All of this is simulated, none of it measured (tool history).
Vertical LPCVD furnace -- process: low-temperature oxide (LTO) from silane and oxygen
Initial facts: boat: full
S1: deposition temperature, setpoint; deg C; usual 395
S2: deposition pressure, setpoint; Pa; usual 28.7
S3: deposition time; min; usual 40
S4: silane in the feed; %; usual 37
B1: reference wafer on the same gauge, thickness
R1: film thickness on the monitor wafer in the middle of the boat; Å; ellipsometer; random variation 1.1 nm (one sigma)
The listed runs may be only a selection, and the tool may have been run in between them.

Run 1, hour 0: usual settings but S3 48.5 min; B1 349.78. Result: R1 3853.7 Å.
Run 2, hour 69.3: usual settings but S1 390 deg C, S4 35 %; B1 349.81. Result: R1 2778.1 Å.
Run 3, hour 94.3: usual settings but S1 390 deg C, S4 35 %; B1 349.77. Result: R1 2770.2 Å.
Run 4, hour 136.6: usual settings but S3 29.5 min; B1 350.05. Result: R1 2333.1 Å.
Run 5, hour 316: usual settings but S4 42 %; B1 350.03. Result: R1 3650.4 Å.
Run 6, hour 346.1: usual settings; B1 349.99. Result: R1 3160.4 Å.
Run 7, hour 416.2: usual settings; B1 349.77. Result: R1 3152.5 Å.
Run 8, hour 468.1: usual settings; B1 350.01. Result: R1 3154.1 Å.
Run 9, hour 539.2: usual settings; B1 350.14. Result: R1 3354.4 Å.
Run 10, hour 581.4: usual settings; B1 349.79. Result: R1 3359.8 Å.
Run 11, hour 637.2: usual settings; B1 350.26. Result: R1 3360.2 Å.
Run 12, hour 677.8: usual settings but S1 392 deg C, S2 22.7 Pa; B1 349.81. Result: R1 2560.9 Å.
Run 13, hour 721.8: usual settings but S1 392 deg C, S2 22.7 Pa; B1 349.81. Result: R1 2536.1 Å.
Run 14, hour 752.9: usual settings but S1 398 deg C; B1 349.74. Result: R1 3457.9 Å.
Run 15, hour 793.1: usual settings; B1 350.11. Result: R1 3352.6 Å.
Run 16, hour 829.2: usual settings; B1 350.15. Result: R1 3316.6 Å.
Run 17, hour 893.7: usual settings but S3 34 min, S4 44 %; B1 349.93. Result: R1 3464.6 Å.
Run 18, hour 1018.7: usual settings but S2 23.3 Pa, S4 34 %; B1 350.33. Result: R1 2433.1 Å.
Run 19, hour 1062.1: usual settings but S1 390 deg C, S4 35 %; B1 350.01. Result: R1 2914.6 Å.
Run 20, hour 1125: usual settings but S1 384 deg C, S2 26 Pa, S3 34 min, S4 34 %; B1 350.19. Result: R1 2016.7 Å.
Run 21, hour 1183.2: usual settings but S1 387 deg C; B1 349.57. Result: R1 3040.6 Å.
Run 22, hour 1252.2: usual settings but S1 386 deg C, S3 33 min, S4 32 %; B1 349.88. Result: R1 1903 Å.
Run 23, hour 1278.2: usual settings but S1 387 deg C, S2 32.7 Pa, S3 28 min, S4 32 %; B1 349.76. Result: R1 1865.8 Å.
Run 24, hour 1345: usual settings but S1 402 deg C, S2 34 Pa, S3 31 min, S4 43 %; B1 350.08. Result: R1 3739 Å.
Run 25, hour 1388.9: usual settings but S3 56 min, S4 30 %; B1 350. Result: R1 3289.1 Å.
Run 26, hour 1444.8: usual settings but S2 22.7 Pa, S4 43 %; B1 350.02. Result: R1 2984.4 Å.
Run 27, hour 1471.4: usual settings but S1 402 deg C, S2 22.7 Pa, S3 56 min, S4 30 %; B1 350.08. Result: R1 2829.1 Å.
Run 28, hour 1528.4: usual settings; B1 349.81. Result: R1 3146 Å.
Run 29, hour 1555.9: usual settings but S1 390 deg C, S4 35 %; B1 349.99. Result: R1 2765.4 Å.
Run 30, hour 1584.2: usual settings but S1 384 deg C, S3 31 min, S4 31 %; B1 350.1. Result: R1 1679.7 Å.
Run 31, hour 1631.6: usual settings; B1 349.56. Result: R1 3159.4 Å.

Not shown: 4 entries that the log had between the listed runs. Between which runs, and how does the tool's hidden state differ before and after?
Runs 8 to 9: pressure gauge zeroed (hour 538.7)
  true pressure minus gauge reading, mTorr: -12.9 -> 0.322; deviation of the silane flow from its setpoint, %: 6.9 -> 6.91
  measured result minus the result with no hidden state, R1: -27.9 -> +177.8 Å
Runs 10 to 11: thermocouples replaced and temperature profile calibrated (hour 617.8)
  true pressure minus gauge reading, mTorr: 0.185 -> 0.00326; deviation of the silane flow from its setpoint, %: 6.92 -> 6.93
  measured result minus the result with no hidden state, R1: +176.2 -> +173.9 Å
Runs 12 to 13: gauge calibrated (hour 679.7)
  true pressure minus gauge reading, mTorr: -0.129 -> -0.272; deviation of the silane flow from its setpoint, %: 6.94 -> 6.95
  measured result minus the result with no hidden state, R1: +131.8 -> +128.7 Å
Runs 21 to 22: silane flow controller replaced (hour 1212.3)
  true pressure minus gauge reading, mTorr: -1.77 -> -1.99; deviation of the silane flow from its setpoint, %: 7.03 -> -0.443
  measured result minus the result with no hidden state, R1: +138.7 -> -26.3 Å
